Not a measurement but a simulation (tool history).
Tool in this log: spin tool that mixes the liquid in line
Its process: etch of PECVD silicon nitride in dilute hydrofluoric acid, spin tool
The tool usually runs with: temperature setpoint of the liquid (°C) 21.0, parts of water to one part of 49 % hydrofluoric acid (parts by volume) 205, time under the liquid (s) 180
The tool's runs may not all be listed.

run   hour  temperature setpoint of the liquid (°C)  parts of water to one part of 49 % hydrofluoric acid (parts by volume)  time under the liquid (s)  wafers since the last listed run  hours since the thermometer was replaced  hours since the hydrofluoric acid flow meter was replaced  hours since the gauge calibration  read-back film thickness of the PECVD silicon nitride reference wafer, read on the same gauge (nm)  thickness taken off the PECVD silicon nitride on a monitor wafer (angstrom)
  1    0.0                                     21.0                                                                     205                        235                                 0                                    2072.2                                                     2522.7                              670.4                                                                                              29.982                                                                        19.64
  2   97.2                                     21.0                                                                     205                        245                               559                                    2169.4                                                     2619.9                              767.6                                                                                              29.990                                                                        21.09
  3  134.8                                     21.0                                                                     205                        245                               216                                    2207.0                                                     2657.5                              805.2                                                                                              29.995                                                                        20.45
  4  200.7                                     21.0                                                                     205                        255                               379                                    2272.9                                                     2723.4                              871.1                                                                                              29.983                                                                        21.86
  5  229.5                                     21.0                                                                     205                        180                               165                                    2301.7                                                     2752.2                              899.9                                                                                              30.001                                                                        15.46
     243.7  -- gauge calibrated
     271.0  -- hydrofluoric acid flow meter replaced
  6  296.0                                     21.0                                                                     205                        180                               377                                    2368.2                                                       25.0                               52.3                                                                                              30.017                                                                        15.84
     330.3  -- thermometer replaced
  7  366.1                                     21.0                                                                     205                        180                               398                                      35.8                                                       95.1                              122.4                                                                                              30.026                                                                        13.01
  8  405.7                                     21.0                                                                     145                        180                               228                                      75.4                                                      134.7                              162.0                                                                                              29.970                                                                        18.46
  9  473.4                                     23.5                                                                     255                         75                               389                                     143.1                                                      202.4                              229.7                                                                                              29.986                                                                         5.22
 10  503.9                                     21.0                                                                     205                        180                               175                                     173.6                                                      232.9                              260.2                                                                                              29.999                                                                        13.67
 11  574.9                                     21.0                                                                     205                        180                               408                                     244.6                                                      303.9                              331.2                                                                                              29.984                                                                        13.13
 12  612.8                                     26.0                                                                     285                        180                               218                                     282.5                                                      341.8                              369.1                                                                                              29.998                                                                        13.51
 13  679.6                                     18.0                                                                     260                        150                               384                                     349.3                                                      408.6                              435.9                                                                                              30.017                                                                         7.32
 14  734.0                                     18.5                                                                     205                        230                               313                                     403.7                                                      463.0                              490.3                                                                                              29.974                                                                        14.74

Consider 3 possible next runs. They are alternatives, not a sequence: every one starts from the tool as it was left by run 14. What does each give?
  A  734.5                                     19.0                                                                     205                        180                                 2                                     404.2                                                      463.5                              490.8                                                                                                   ?                                                                            ?
  B  734.5                                     21.0                                                                     275                        255                                 2                                     404.2                                                      463.5                              490.8                                                                                                   ?                                                                            ?
  C  734.5                                     23.0                                                                     250                        120                                 2                                     404.2                                                      463.5                              490.8                                                                                                   ?                                                                            ?

run  read-back film thickness of the PECVD silicon nitride reference wafer, read on the same gauge (nm)  thickness taken off the PECVD silicon nitride on a monitor wafer (angstrom)
  A                                                                                              29.996                                                                        12.02
  B                                                                                              29.996                                                                        14.56
  C                                                                                              29.996                                                                         8.53
Without the tool's unlogged condition, the same runs would have read:
run  thickness taken off the PECVD silicon nitride on a monitor wafer (angstrom)
  A                                                                        11.50
  B                                                                        13.95
  C                                                                         8.17
